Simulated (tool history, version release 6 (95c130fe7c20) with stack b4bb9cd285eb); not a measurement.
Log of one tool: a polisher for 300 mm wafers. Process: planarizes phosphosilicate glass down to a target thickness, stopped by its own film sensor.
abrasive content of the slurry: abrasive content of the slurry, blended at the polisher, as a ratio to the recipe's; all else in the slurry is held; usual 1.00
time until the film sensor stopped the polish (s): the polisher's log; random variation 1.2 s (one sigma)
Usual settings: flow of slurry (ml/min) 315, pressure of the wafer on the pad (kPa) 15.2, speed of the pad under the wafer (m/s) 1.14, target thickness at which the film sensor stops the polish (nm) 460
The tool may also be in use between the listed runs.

run,hour,flow of slurry (ml/min),pressure of the wafer on the pad (kPa),speed of the pad under the wafer (m/s),abrasive content of the slurry,target thickness at which the film sensor stops the polish (nm),"incoming thickness of the incoming film, nm",time until the film sensor stopped the polish (s)
1,0.0,370,15.2,1.14,1.00,402,1024.7,82.4
2,16.3,315,15.2,1.14,0.85,460,1019.2,85.6
# hour 30.5: slurry nozzle cleaned
3,31.8,315,15.2,1.14,0.85,460,1013.4,83.1
# hour 43.0: worn pad replaced by a new one
4,43.5,315,15.2,1.14,0.85,460,1024.7,89.2
5,54.0,315,17.2,1.14,1.00,460,1017.9,68.7
6,60.0,315,15.2,1.14,1.00,460,1020.4,80.3
7,69.9,315,16.5,1.14,0.90,460,1030.9,77.9
8,81.0,315,15.2,1.14,1.00,460,1032.5,80.7
# hour 85.1: slurry blender recalibrated
# hour 93.3: head pressure recalibrated
9,97.5,315,15.2,1.14,1.00,460,1021.9,80.3
10,106.6,400,17.9,0.86,1.30,460,1008.6,69.8
11,117.7,225,20.0,1.14,1.00,536,1011.2,56.8
# hour 135.8: worn pad replaced by a new one
12,136.3,280,15.2,0.86,1.00,399,1024.5,110.3
13,144.1,215,17.2,1.36,1.00,532,1030.9,59.2
14,157.7,315,15.2,1.14,1.00,460,1037.8,83.7
15,172.2,315,16.5,1.14,1.30,460,1023.0,66.7
16,178.3,315,15.2,1.14,1.00,460,1027.9,83.3
17,191.4,315,15.2,1.14,1.00,460,1014.5,79.0
18,198.7,315,12.4,1.14,1.00,460,1004.1,94.7
# hour 205.7: conditioning disc replaced and pad reconditioned
# hour 229.3: worn pad replaced by a new one
19,229.8,245,17.9,0.80,1.00,630,1010.0,56.8
20,236.5,315,15.2,1.14,1.00,648,1004.3,47.2
21,243.0,350,17.9,0.84,1.00,549,1018.7,64.9
22,253.7,315,20.7,1.14,0.80,623,1030.5,46.1
23,263.7,315,15.2,1.14,1.00,460,1024.3,75.5
24,280.1,315,15.2,1.14,1.00,460,1037.9,76.2
25,291.4,375,11.7,1.02,1.00,558,1012.7,82.2
26,299.7,315,15.2,1.14,1.00,460,1023.8,76.5
27,316.4,315,15.2,0.86,0.90,520,1012.5,89.5

Forecast each of these 3 alternatives for the next run:
A,316.9,315,15.2,1.14,1.00,460,1007.4,?
B,316.9,420,15.2,1.14,1.00,291,1007.4,?
C,316.9,315,15.2,1.00,1.00,460,1007.4,?

run,time until the film sensor stopped the polish (s)
A,74.5
B,95.3
C,82.1
Without the tool's hidden state the same runs would have given:
run,time until the film sensor stopped the polish (s)
A,69.8
B,89.3
C,77.5
